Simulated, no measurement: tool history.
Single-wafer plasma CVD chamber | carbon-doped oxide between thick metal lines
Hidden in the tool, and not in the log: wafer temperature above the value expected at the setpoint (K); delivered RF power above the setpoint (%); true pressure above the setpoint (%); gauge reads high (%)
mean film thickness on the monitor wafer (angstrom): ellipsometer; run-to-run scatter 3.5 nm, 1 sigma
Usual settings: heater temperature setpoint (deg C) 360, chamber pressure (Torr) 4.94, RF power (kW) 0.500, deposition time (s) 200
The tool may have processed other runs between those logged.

| run | hour | heater temperature setpoint (deg C) | chamber pressure (Torr) | RF power (kW) | deposition time (s) | wafers since the last listed run | hours since the last thermocouple change | hours since the last RF generator calibration | hours since the last manometer calibration | hours since the showerhead was replaced | hours since the gauge calibration | read-back reference wafer on the same gauge, thickness_nm | mean film thickness on the monitor wafer (angstrom) |
|---|---|---|---|---|---|---|---|---|---|---|---|---|---|
| 1 | 0.0 | 360 | 4.94 | 0.500 | 200 | 0 | 1128.7 | 1635.3 | 1293.7 | 2462.6 | 62.9 | 849.964 | 10450.55 |
| 2 | 100.8 | 360 | 4.94 | 0.500 | 200 | 991 | 1229.5 | 1736.1 | 1394.5 | 2563.4 | 163.7 | 849.829 | 10425.20 |
| 3 | 167.0 | 360 | 4.94 | 0.500 | 200 | 651 | 1295.7 | 1802.3 | 1460.7 | 2629.6 | 229.9 | 851.198 | 10527.33 |
| 4 | 217.3 | 360 | 4.29 | 0.500 | 217 | 494 | 1346.0 | 1852.6 | 1511.0 | 2679.9 | 280.2 | 851.791 | 11021.33 |
| 5 | 285.0 | 360 | 4.94 | 0.500 | 200 | 665 | 1413.7 | 1920.3 | 1578.7 | 2747.6 | 347.9 | 851.274 | 10508.87 |
| 6 | 387.6 | 360 | 4.94 | 0.500 | 200 | 1008 | 1516.3 | 2022.9 | 1681.3 | 2850.2 | 450.5 | 850.342 | 10524.00 |
| 7 | 425.8 | 360 | 4.94 | 0.500 | 200 | 375 | 1554.5 | 2061.1 | 1719.5 | 2888.4 | 488.7 | 848.733 | 10507.83 |
|  | 476.5 | RF generator calibrated |
| 8 | 525.5 | 360 | 4.94 | 0.500 | 222 | 901 | 1654.2 | 49.0 | 1819.2 | 2988.1 | 588.4 | 849.699 | 11671.09 |
| 9 | 608.1 | 360 | 4.28 | 0.555 | 200 | 812 | 1736.8 | 131.6 | 1901.8 | 3070.7 | 671.0 | 850.279 | 10919.24 |
|  | 641.6 | capacitance manometer re-zeroed and calibrated |
|  | 685.4 | gauge calibrated |
| 10 | 697.3 | 364 | 4.94 | 0.555 | 177 | 798 | 1826.0 | 220.8 | 55.7 | 3159.9 | 11.9 | 848.758 | 9611.99 |
|  | 757.2 | thermocouple changed; heater temperature recalibrated |
|  | 766.3 | showerhead replaced |
| 11 | 932.3 | 360 | 4.94 | 0.500 | 200 | 2153 | 175.1 | 455.8 | 290.7 | 166.0 | 246.9 | 850.002 | 10287.91 |
| 12 | 1035.4 | 360 | 5.92 | 0.535 | 228 | 1013 | 278.2 | 558.9 | 393.8 | 269.1 | 350.0 | 850.759 | 12667.84 |
| 13 | 1134.8 | 365 | 4.94 | 0.415 | 200 | 977 | 377.6 | 658.3 | 493.2 | 368.5 | 449.4 | 848.871 | 9209.69 |
| 14 | 1231.1 | 368 | 4.94 | 0.565 | 200 | 947 | 473.9 | 754.6 | 589.5 | 464.8 | 545.7 | 849.328 | 10890.01 |

Forecast each of these 3 alternatives for the next run:
| A | 1231.6 | 360 | 4.94 | 0.500 | 200 | 4 | 474.4 | 755.1 | 590.0 | 465.3 | 546.2 | ? | ? |
| B | 1231.6 | 348 | 4.11 | 0.400 | 190 | 4 | 474.4 | 755.1 | 590.0 | 465.3 | 546.2 | ? | ? |
| C | 1231.6 | 375 | 5.33 | 0.500 | 200 | 4 | 474.4 | 755.1 | 590.0 | 465.3 | 546.2 | ? | ? |

| run | read-back reference wafer on the same gauge, thickness_nm | mean film thickness on the monitor wafer (angstrom) |
|---|---|---|
| A | 850.349 | 10335.20 |
| B | 850.349 | 8585.77 |
| C | 850.349 | 10156.43 |
The same runs, with their run-to-run variation unchanged, on a tool lacking any hidden condition would have given:
| run | mean film thickness on the monitor wafer (angstrom) |
|---|---|
| A | 10315.51 |
| B | 8570.13 |
| C | 10138.37 |
